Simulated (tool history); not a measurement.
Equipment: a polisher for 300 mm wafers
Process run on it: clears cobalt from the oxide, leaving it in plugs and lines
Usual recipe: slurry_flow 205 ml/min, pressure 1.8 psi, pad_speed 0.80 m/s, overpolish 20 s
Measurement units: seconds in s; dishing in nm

run,hour,slurry_flow,pressure,pad_speed,overpolish,"incoming thickness of the incoming film, nm",seconds,dishing
1,0.0,155,1.8,0.80,25,342.0,136.0,44.6
2,31.7,205,1.8,0.80,20,349.8,132.7,37.9
# hour 101.1: slurry nozzle cleaned
3,101.7,205,1.8,0.80,20,350.1,131.9,37.8
4,128.6,205,1.8,0.80,20,350.3,135.0,38.4
5,164.3,205,1.8,0.80,20,351.9,133.0,38.6
6,191.8,205,1.8,0.80,20,349.0,137.2,39.1
# hour 249.6: worn pad replaced by a new one
7,250.1,150,1.8,0.80,20,351.5,140.6,36.7
8,286.3,150,1.8,0.80,20,346.2,140.7,37.1
9,319.0,205,1.8,0.80,14,347.0,133.3,28.8
10,351.4,205,1.8,0.80,14,350.5,130.6,29.2
11,376.4,205,1.8,0.80,20,347.4,136.3,37.1
12,439.4,205,1.8,0.80,20,342.5,134.0,37.5
13,477.9,205,1.8,0.80,20,354.7,137.5,37.6
14,545.4,205,1.8,0.80,20,343.8,135.1,37.3
# hour 574.5: worn pad replaced by a new one
15,609.5,190,1.8,0.80,20,348.5,139.8,36.5
# hour 645.2: slurry nozzle cleaned
16,677.6,190,1.8,0.80,20,342.9,136.7,36.8
17,738.3,250,1.8,0.80,14,351.9,136.6,28.7
18,775.4,205,1.5,0.80,20,352.4,162.7,33.1
19,804.6,205,1.8,1.04,20,346.3,110.2,42.9
20,834.7,190,1.8,0.80,20,349.6,142.6,36.1
21,864.2,190,1.8,0.80,20,356.3,144.7,35.6
# hour 893.6: worn pad replaced by a new one
22,917.5,205,1.8,1.06,15,350.9,109.7,35.9
23,951.8,205,1.8,0.90,20,352.1,129.8,38.7
24,1005.0,240,2.1,0.66,20,351.8,148.5,35.6
25,1075.9,180,1.8,1.04,20,348.4,116.5,41.3
26,1131.7,205,1.8,0.80,20,350.8,145.2,34.7
27,1184.8,205,1.8,1.00,20,344.3,117.7,40.6
# hour 1206.7: slurry nozzle cleaned
28,1210.9,255,1.5,0.68,14,349.8,192.4,22.0
# hour 1223.2: head pressure recalibrated
# hour 1245.3: worn pad replaced by a new one
29,1245.8,180,1.3,0.96,31,350.7,147.5,48.9
30,1300.7,205,2.3,0.80,15,349.0,105.5,37.3
31,1332.2,155,2.1,0.80,20,349.7,120.2,40.3
32,1538.2,205,1.8,0.80,20,344.8,129.0,37.7
33,1591.0,205,1.3,0.80,27,347.6,166.9,39.3
# hour 1624.5: worn pad replaced by a new one
34,1661.1,205,1.4,0.54,24,344.9,229.3,28.9
35,1719.4,165,1.8,0.80,32,346.7,138.7,49.3

Some steps in seconds between neighbouring runs. How much of each would the tool show without its hidden state too (settings, what came in, random variation), and how much is left for the hidden state, with any gauge scatter that isn't in both results?
Hidden state present: removal rate lost through wear of the pad, %; slurry flow missing at the pad, %; deviation of the head's pressure from its setpoint, %.
Run 25 -> 26: slurry_flow 180 -> 205, pad_speed 1.04 -> 0.80. seconds +28.7 s: hidden state +3.9, all else +24.8.
Run 27 -> 28: slurry_flow 205 -> 255, pressure 1.8 -> 1.5, pad_speed 1.00 -> 0.68, overpolish 20 -> 14, slurry nozzle cleaned. seconds +74.7 s: hidden state +9.3, all else +65.4.
Run 28 -> 29: slurry_flow 255 -> 180, pressure 1.5 -> 1.3, pad_speed 0.68 -> 0.96, overpolish 14 -> 31, head pressure recalibrated, worn pad replaced by a new one. seconds -44.9 s: hidden state -22.2, all else -22.7.
Run 33 -> 34: pressure 1.3 -> 1.4, pad_speed 0.80 -> 0.54, overpolish 27 -> 24, worn pad replaced by a new one. seconds +62.4 s: hidden state +1.3, all else +61.1.
Run 34 -> 35: slurry_flow 205 -> 165, pressure 1.4 -> 1.8, pad_speed 0.54 -> 0.80, overpolish 24 -> 32. seconds -90.6 s: hidden state -0.8, all else -89.8.
